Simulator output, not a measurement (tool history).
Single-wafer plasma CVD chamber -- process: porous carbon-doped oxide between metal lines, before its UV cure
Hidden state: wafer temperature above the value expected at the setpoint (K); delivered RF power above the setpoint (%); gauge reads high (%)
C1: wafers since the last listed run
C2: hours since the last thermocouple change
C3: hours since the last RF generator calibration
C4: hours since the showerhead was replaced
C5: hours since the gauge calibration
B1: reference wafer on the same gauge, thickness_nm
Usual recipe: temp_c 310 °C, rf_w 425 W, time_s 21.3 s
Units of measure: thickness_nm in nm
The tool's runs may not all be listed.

run 1 hour=0 | temp_c=314 rf_w=450 time_s=21.3 | C1=0 C2=1365.2 C3=1708.2 C4=3786 C5=246.4 | B1=90.982 | thickness_nm=88.512
run 2 hour=8.1 | temp_c=314 rf_w=450 time_s=21.3 | C1=301 C2=1373.3 C3=1716.3 C4=3794.1 C5=254.5 | B1=91.034 | thickness_nm=88.724
run 3 hour=22.5 | temp_c=310 rf_w=425 time_s=21.3 | C1=535 C2=1387.7 C3=1730.7 C4=3808.5 C5=268.9 | B1=90.964 | thickness_nm=87.288
run 4 hour=35.8 | temp_c=310 rf_w=425 time_s=21.3 | C1=494 C2=1401 C3=1744 C4=3821.8 C5=282.2 | B1=91.031 | thickness_nm=87.222
run 5 hour=43.8 | temp_c=310 rf_w=425 time_s=21.3 | C1=297 C2=1409 C3=1752 C4=3829.8 C5=290.2 | B1=90.944 | thickness_nm=87.43
run 6 hour=55 | temp_c=310 rf_w=425 time_s=21.3 | C1=416 C2=1420.2 C3=1763.2 C4=3841 C5=301.4 | B1=91.015 | thickness_nm=87.262
run 7 hour=69.5 | temp_c=310 rf_w=425 time_s=21.3 | C1=539 C2=1434.7 C3=1777.7 C4=3855.5 C5=315.9 | B1=91.024 | thickness_nm=87.502
run 8 hour=85.4 | temp_c=310 rf_w=425 time_s=19 | C1=591 C2=1450.6 C3=1793.6 C4=3871.4 C5=331.8 | B1=91.004 | thickness_nm=78.251
run 9 hour=96.3 | temp_c=310 rf_w=425 time_s=19 | C1=405 C2=1461.5 C3=1804.5 C4=3882.3 C5=342.7 | B1=91.054 | thickness_nm=77.897
-- hour=109.4 RF generator calibrated
run 10 hour=109.9 | temp_c=310 rf_w=425 time_s=21.3 | C1=208 C2=1475.1 C3=0.5 C4=3895.9 C5=356.3 | B1=90.979 | thickness_nm=92.037
run 11 hour=116.7 | temp_c=310 rf_w=425 time_s=21.3 | C1=252 C2=1481.9 C3=7.3 C4=3902.7 C5=363.1 | B1=90.996 | thickness_nm=91.965
run 12 hour=133.7 | temp_c=310 rf_w=425 time_s=21.3 | C1=632 C2=1498.9 C3=24.3 C4=3919.7 C5=380.1 | B1=91.08 | thickness_nm=92.23
run 13 hour=151.4 | temp_c=310 rf_w=425 time_s=22.9 | C1=658 C2=1516.6 C3=42 C4=3937.4 C5=397.8 | B1=90.995 | thickness_nm=98.677
run 14 hour=169.3 | temp_c=310 rf_w=425 time_s=22.9 | C1=665 C2=1534.5 C3=59.9 C4=3955.3 C5=415.7 | B1=91.032 | thickness_nm=98.622
-- hour=178.7 showerhead replaced
run 15 hour=204.3 | temp_c=310 rf_w=425 time_s=22.9 | C1=1003 C2=1569.5 C3=94.9 C4=25.6 C5=450.7 | B1=90.916 | thickness_nm=98.639
run 16 hour=214.1 | temp_c=310 rf_w=425 time_s=21.3 | C1=364 C2=1579.3 C3=104.7 C4=35.4 C5=460.5 | B1=91.028 | thickness_nm=91.95
run 17 hour=229 | temp_c=310 rf_w=385 time_s=18.4 | C1=554 C2=1594.2 C3=119.6 C4=50.3 C5=475.4 | B1=90.949 | thickness_nm=74.829
run 18 hour=245.2 | temp_c=310 rf_w=360 time_s=21.3 | C1=602 C2=1610.4 C3=135.8 C4=66.5 C5=491.6 | B1=91.009 | thickness_nm=82.518
run 19 hour=263 | temp_c=321 rf_w=360 time_s=17.8 | C1=661 C2=1628.2 C3=153.6 C4=84.3 C5=509.4 | B1=91.032 | thickness_nm=65.267
run 20 hour=280.5 | temp_c=298 rf_w=425 time_s=21.3 | C1=650 C2=1645.7 C3=171.1 C4=101.8 C5=526.9 | B1=90.971 | thickness_nm=98.589
run 21 hour=293.9 | temp_c=321 rf_w=450 time_s=19.8 | C1=498 C2=1659.1 C3=184.5 C4=115.2 C5=540.3 | B1=90.956 | thickness_nm=83.225
-- hour=300.7 gauge calibrated
run 22 hour=303.7 | temp_c=310 rf_w=350 time_s=20 | C1=364 C2=1668.9 C3=194.3 C4=125 C5=3 | B1=91.052 | thickness_nm=76.224
run 23 hour=313.6 | temp_c=310 rf_w=510 time_s=18.4 | C1=368 C2=1678.8 C3=204.2 C4=134.9 C5=12.9 | B1=90.971 | thickness_nm=88.71
-- hour=321.7 thermocouple changed; heater temperature recalibrated
run 24 hour=322.2 | temp_c=300 rf_w=365 time_s=23.2 | C1=22 C2=0.5 C3=212.8 C4=143.5 C5=21.5 | B1=91.002 | thickness_nm=99.717
run 25 hour=335.6 | temp_c=310 rf_w=345 time_s=21.3 | C1=498 C2=13.9 C3=226.2 C4=156.9 C5=34.9 | B1=90.985 | thickness_nm=83.227
run 26 hour=345.9 | temp_c=310 rf_w=425 time_s=21.3 | C1=382 C2=24.2 C3=236.5 C4=167.2 C5=45.2 | B1=90.94 | thickness_nm=94.646
run 27 hour=362.7 | temp_c=300 rf_w=385 time_s=19.9 | C1=624 C2=41 C3=253.3 C4=184 C5=62 | B1=91.01 | thickness_nm=88.556
run 28 hour=370.5 | temp_c=310 rf_w=425 time_s=21.3 | C1=290 C2=48.8 C3=261.1 C4=191.8 C5=69.8 | B1=91.055 | thickness_nm=94.427
run 29 hour=386 | temp_c=301 rf_w=355 time_s=21.3 | C1=576 C2=64.3 C3=276.6 C4=207.3 C5=85.3 | B1=91.026 | thickness_nm=88.909
run 30 hour=398.9 | temp_c=310 rf_w=375 time_s=22.9 | C1=479 C2=77.2 C3=289.5 C4=220.2 C5=98.2 | B1=91.015 | thickness_nm=93.426
run 31 hour=412.3 | temp_c=323 rf_w=345 time_s=22.8 | C1=498 C2=90.6 C3=302.9 C4=233.6 C5=111.6 | B1=90.916 | thickness_nm=81.821
run 32 hour=424.6 | temp_c=310 rf_w=425 time_s=21.3 | C1=457 C2=102.9 C3=315.2 C4=245.9 C5=123.9 | B1=91.006 | thickness_nm=94.365
run 33 hour=435.7 | temp_c=310 rf_w=425 time_s=21.3 | C1=412 C2=114 C3=326.3 C4=257 C5=135 | B1=91.012 | thickness_nm=93.924
run 34 hour=447.8 | temp_c=310 rf_w=425 time_s=21.3 | C1=449 C2=126.1 C3=338.4 C4=269.1 C5=147.1 | B1=91.03 | thickness_nm=93.959

4 ways to go on from here, each from the tool as it stands after run 34. What would each give?
run A hour=448.2 | temp_c=310 rf_w=465 time_s=21.3 | C1=14 C2=126.5 C3=338.8 C4=269.5 C5=147.5 | B1=? | thickness_nm=?
run B hour=448.2 | temp_c=310 rf_w=425 time_s=22.8 | C1=14 C2=126.5 C3=338.8 C4=269.5 C5=147.5 | B1=? | thickness_nm=?
run C hour=448.2 | temp_c=319 rf_w=425 time_s=17.2 | C1=14 C2=126.5 C3=338.8 C4=269.5 C5=147.5 | B1=? | thickness_nm=?
run D hour=448.2 | temp_c=321 rf_w=425 time_s=17.4 | C1=14 C2=126.5 C3=338.8 C4=269.5 C5=147.5 | B1=? | thickness_nm=?

run=A B1=90.958 thickness_nm=99.69
run=B B1=90.958 thickness_nm=100.504
run=C B1=90.958 thickness_nm=72.611
run=D B1=90.958 thickness_nm=72.601
Without the tool's unlogged condition, the same runs would have read:
run=A thickness_nm=100.873
run=B thickness_nm=101.766
run=C thickness_nm=73.507
run=D thickness_nm=73.494

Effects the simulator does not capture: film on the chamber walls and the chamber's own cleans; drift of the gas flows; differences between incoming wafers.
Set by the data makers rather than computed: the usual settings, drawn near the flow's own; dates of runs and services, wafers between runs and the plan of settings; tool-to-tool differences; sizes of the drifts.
